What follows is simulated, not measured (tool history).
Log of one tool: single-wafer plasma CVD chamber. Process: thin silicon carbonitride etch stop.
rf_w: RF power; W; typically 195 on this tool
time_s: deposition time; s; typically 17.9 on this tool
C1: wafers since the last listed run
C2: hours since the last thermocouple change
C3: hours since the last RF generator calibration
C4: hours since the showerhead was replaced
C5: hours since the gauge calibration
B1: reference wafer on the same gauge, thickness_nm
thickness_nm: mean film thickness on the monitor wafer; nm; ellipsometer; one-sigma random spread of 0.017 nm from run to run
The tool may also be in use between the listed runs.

run 1 hour=0 | rf_w=225 time_s=15.2 | C1=0 C2=935.8 C3=1144.6 C4=4502.6 C5=1203.9 | B1=9.695 | thickness_nm=10.064
run 2 hour=75.6 | rf_w=225 time_s=15.2 | C1=1376 C2=1011.4 C3=1220.2 C4=4578.2 C5=1279.5 | B1=9.703 | thickness_nm=10.115
-- hour=88.1 RF generator calibrated
-- hour=166.2 gauge calibrated
run 3 hour=178.9 | rf_w=195 time_s=17.9 | C1=1734 C2=1114.7 C3=90.8 C4=4681.5 C5=12.7 | B1=9.695 | thickness_nm=11.601
run 4 hour=366.1 | rf_w=195 time_s=17.9 | C1=3407 C2=1301.9 C3=278 C4=4868.7 C5=199.9 | B1=9.699 | thickness_nm=11.534
run 5 hour=416 | rf_w=195 time_s=17.9 | C1=908 C2=1351.8 C3=327.9 C4=4918.6 C5=249.8 | B1=9.693 | thickness_nm=11.526
run 6 hour=486.4 | rf_w=195 time_s=17.9 | C1=1281 C2=1422.2 C3=398.3 C4=4989 C5=320.2 | B1=9.703 | thickness_nm=11.462
run 7 hour=570.1 | rf_w=195 time_s=17.9 | C1=1523 C2=1505.9 C3=482 C4=5072.7 C5=403.9 | B1=9.699 | thickness_nm=11.448
run 8 hour=668.9 | rf_w=195 time_s=17.9 | C1=1798 C2=1604.7 C3=580.8 C4=5171.5 C5=502.7 | B1=9.699 | thickness_nm=11.471
run 9 hour=774.5 | rf_w=195 time_s=15.6 | C1=1922 C2=1710.3 C3=686.4 C4=5277.1 C5=608.3 | B1=9.701 | thickness_nm=10.021
run 10 hour=837.5 | rf_w=195 time_s=15.6 | C1=1146 C2=1773.3 C3=749.4 C4=5340.1 C5=671.3 | B1=9.704 | thickness_nm=9.983
run 11 hour=920 | rf_w=195 time_s=19.6 | C1=1501 C2=1855.8 C3=831.9 C4=5422.6 C5=753.8 | B1=9.707 | thickness_nm=12.551
run 12 hour=997 | rf_w=195 time_s=19.6 | C1=1401 C2=1932.8 C3=908.9 C4=5499.6 C5=830.8 | B1=9.702 | thickness_nm=12.556
run 13 hour=1058.5 | rf_w=225 time_s=20.2 | C1=1119 C2=1994.3 C3=970.4 C4=5561.1 C5=892.3 | B1=9.702 | thickness_nm=13.381
-- hour=1265.6 gauge calibrated
-- hour=1270 showerhead replaced
run 14 hour=1283.3 | rf_w=170 time_s=21.3 | C1=3946 C2=2219.1 C3=1195.2 C4=13.3 C5=17.7 | B1=9.697 | thickness_nm=13.102
run 15 hour=1347.8 | rf_w=225 time_s=21.1 | C1=1174 C2=2283.6 C3=1259.7 C4=77.8 C5=82.2 | B1=9.7 | thickness_nm=13.988
run 16 hour=1406.8 | rf_w=195 time_s=17.9 | C1=1074 C2=2342.6 C3=1318.7 C4=136.8 C5=141.2 | B1=9.701 | thickness_nm=11.444
run 17 hour=1448 | rf_w=170 time_s=15 | C1=749 C2=2383.8 C3=1359.9 C4=178 C5=182.4 | B1=9.699 | thickness_nm=9.235
-- hour=1529.8 RF generator calibrated
run 18 hour=1583.9 | rf_w=195 time_s=17.9 | C1=2328 C2=2519.7 C3=54.1 C4=313.9 C5=318.3 | B1=9.697 | thickness_nm=11.623
-- hour=1607.7 thermocouple changed; heater temperature recalibrated
run 19 hour=1663.3 | rf_w=230 time_s=21.4 | C1=1299 C2=55.6 C3=133.5 C4=393.3 C5=397.7 | B1=9.696 | thickness_nm=14.468
run 20 hour=1721.2 | rf_w=220 time_s=18.8 | C1=1053 C2=113.5 C3=191.4 C4=451.2 C5=455.6 | B1=9.697 | thickness_nm=12.564
run 21 hour=1824.4 | rf_w=230 time_s=19 | C1=1878 C2=216.7 C3=294.6 C4=554.4 C5=558.8 | B1=9.693 | thickness_nm=12.817
run 22 hour=1909.3 | rf_w=195 time_s=19.3 | C1=1545 C2=301.6 C3=379.5 C4=639.3 C5=643.7 | B1=9.702 | thickness_nm=12.412
run 23 hour=1987.3 | rf_w=195 time_s=17.9 | C1=1419 C2=379.6 C3=457.5 C4=717.3 C5=721.7 | B1=9.697 | thickness_nm=11.498
run 24 hour=2048.2 | rf_w=165 time_s=15.5 | C1=1108 C2=440.5 C3=518.4 C4=778.2 C5=782.6 | B1=9.697 | thickness_nm=9.501
run 25 hour=2206.1 | rf_w=160 time_s=17.9 | C1=2874 C2=598.4 C3=676.3 C4=936.1 C5=940.5 | B1=9.705 | thickness_nm=10.896

5 ways to go on from here, each from the tool as it stands after run 25. What would each give?
run A hour=2206.5 | rf_w=195 time_s=17.9 | C1=7 C2=598.8 C3=676.7 C4=936.5 C5=940.9 | B1=? | thickness_nm=?
run B hour=2206.5 | rf_w=180 time_s=15.8 | C1=7 C2=598.8 C3=676.7 C4=936.5 C5=940.9 | B1=? | thickness_nm=?
run C hour=2206.5 | rf_w=225 time_s=15.8 | C1=7 C2=598.8 C3=676.7 C4=936.5 C5=940.9 | B1=? | thickness_nm=?
run D hour=2206.5 | rf_w=170 time_s=20 | C1=7 C2=598.8 C3=676.7 C4=936.5 C5=940.9 | B1=? | thickness_nm=?
run E hour=2206.5 | rf_w=230 time_s=17.9 | C1=7 C2=598.8 C3=676.7 C4=936.5 C5=940.9 | B1=? | thickness_nm=?

run=A B1=9.7 thickness_nm=11.497
run=B B1=9.7 thickness_nm=9.933
run=C B1=9.7 thickness_nm=10.549
run=D B1=9.7 thickness_nm=12.385
run=E B1=9.7 thickness_nm=12.022
Stripped of hidden state, with their random variation kept, the same runs would have yielded:
run=A thickness_nm=11.662
run=B thickness_nm=10.076
run=C thickness_nm=10.7
run=D thickness_nm=12.563
run=E thickness_nm=12.195
